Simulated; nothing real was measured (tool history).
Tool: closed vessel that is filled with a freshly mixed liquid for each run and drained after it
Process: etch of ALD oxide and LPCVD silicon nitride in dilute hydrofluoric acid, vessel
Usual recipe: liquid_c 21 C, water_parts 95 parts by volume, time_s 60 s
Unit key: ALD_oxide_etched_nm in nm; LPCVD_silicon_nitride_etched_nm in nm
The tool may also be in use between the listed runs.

run	day	liquid_c	water_parts	time_s	wafers since the last listed run	hours since the thermometer was replaced	hours since the hydrofluoric acid flow meter was replaced	hours since the gauge calibration	read-back film thickness of the ALD oxide reference wafer, read on the same gauge (nm)	read-back film thickness of the LPCVD silicon nitride reference wafer, read on the same gauge (nm)	ALD_oxide_etched_nm	LPCVD_silicon_nitride_etched_nm
1	0	24	95	60	0	358.6	546	557.3	109.97	89.99	7.02	0.39
2	3.467	21	95	60	9868	441.8	629.2	640.5	110.01	89.991	6.34	0.267
3	7.279	21	95	60	10853	533.3	720.7	732	109.99	90.024	6.29	0.257
4	19.975	21	95	60	36141	838	1025.4	1036.7	110	90.022	6.58	0.274
# day 20.529: thermometer replaced
5	24.408	21	95	60	12501	93.1	1131.8	1143.1	110	89.996	6.23	0.23
# day 24.5: hydrofluoric acid flow meter replaced
6	26.367	24.5	60	60	5456	140.1	44.8	1190.1	110	90.022	11.74	0.723
7	28.312	24.5	60	60	5539	186.8	91.5	1236.8	110.02	89.982	11.65	0.484
8	32.567	19.5	95	60	12110	288.9	193.6	1338.9	109.98	90.001	5.8	0.291
# day 32.938: gauge calibrated
9	36.429	21	95	60	10995	381.6	286.3	83.8	110	89.993	6.37	0.271
10	40.758	21	145	30	12323	485.5	390.2	187.7	109.95	89.997	1.97	0.105
11	43.375	21	95	85	7448	548.3	453	250.5	109.97	89.973	8.98	0.524
12	46.421	17	50	35	8670	621.4	526.1	323.6	109.99	90.003	6.44	0.272
13	50.383	17.5	95	60	11280	716.5	621.2	418.7	110	90.019	5.69	0.297
14	54.542	21	80	60	11837	816.3	721	518.5	110.01	89.991	7.88	0.455

4 options for the next run, each taken on its own from the tool as it stands now. Forecast them:
A	54.571	21	95	60	83	817	721.7	519.2	?	?	?	?
B	54.571	23	140	95	83	817	721.7	519.2	?	?	?	?
C	54.571	24	115	35	83	817	721.7	519.2	?	?	?	?
D	54.571	21	140	60	83	817	721.7	519.2	?	?	?	?

run	read-back film thickness of the ALD oxide reference wafer, read on the same gauge (nm)	read-back film thickness of the LPCVD silicon nitride reference wafer, read on the same gauge (nm)	ALD_oxide_etched_nm	LPCVD_silicon_nitride_etched_nm
A	109.99	90.013	6.63	0.301
B	109.99	90.013	7.29	0.37
C	109.99	90.013	3.5	0.177
D	109.99	90.013	4.27	0.206
Had the tool no hidden state, the same runs would have come out as:
run	ALD_oxide_etched_nm	LPCVD_silicon_nitride_etched_nm
A	6.01	0.256
B	6.65	0.317
C	3.19	0.151
D	3.88	0.175

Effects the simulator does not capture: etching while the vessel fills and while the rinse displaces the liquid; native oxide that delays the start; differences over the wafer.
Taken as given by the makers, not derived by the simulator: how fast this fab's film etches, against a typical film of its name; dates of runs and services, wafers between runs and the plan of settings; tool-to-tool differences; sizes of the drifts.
